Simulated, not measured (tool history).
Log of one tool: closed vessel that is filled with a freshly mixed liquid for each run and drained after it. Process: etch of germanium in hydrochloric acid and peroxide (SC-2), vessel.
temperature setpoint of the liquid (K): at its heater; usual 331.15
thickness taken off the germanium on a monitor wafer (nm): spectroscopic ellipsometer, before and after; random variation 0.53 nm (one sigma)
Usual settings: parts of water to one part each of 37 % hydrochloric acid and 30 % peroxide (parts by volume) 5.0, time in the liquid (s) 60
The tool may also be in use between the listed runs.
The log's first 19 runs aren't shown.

run	hour	temperature setpoint of the liquid (K)	parts of water to one part each of 37 % hydrochloric acid and 30 % peroxide (parts by volume)	time in the liquid (s)	read-back film thickness of the germanium reference wafer, read on the same gauge (nm)	thickness taken off the germanium on a monitor wafer (nm)
# hour 1219.1: new drum of peroxide connected
20	1252.8	331.15	5.0	60	149.97	155.71
21	1299.9	331.15	4.0	90	150.00	237.22
22	1365.3	340.65	5.0	95	150.00	330.26
23	1413.2	338.15	5.0	35	149.99	112.93
24	1467.0	331.15	7.0	60	150.00	155.17
25	1529.8	331.15	5.0	60	150.00	158.05
26	1570.2	334.65	5.0	60	150.00	175.33
27	1641.0	331.15	5.0	60	149.99	158.52
28	1741.3	323.15	5.0	75	150.03	155.25
29	1807.3	337.65	4.0	30	150.01	96.51
# hour 1858.8: thermometer replaced
30	1874.5	335.15	4.0	70	149.97	202.09
31	1970.5	331.15	5.0	60	150.02	152.62

Forecast each of these 3 alternatives for the next run:
A	1971.2	325.65	5.0	60	?	?
B	1971.2	336.15	5.5	60	?	?
C	1971.2	339.65	5.0	90	?	?

run	read-back film thickness of the germanium reference wafer, read on the same gauge (nm)	thickness taken off the germanium on a monitor wafer (nm)
A	150.01	129.94
B	150.01	178.50
C	150.01	297.70
Without the tool's hidden state the same runs would have given:
run	thickness taken off the germanium on a monitor wafer (nm)
A	129.57
B	178.03
C	296.92
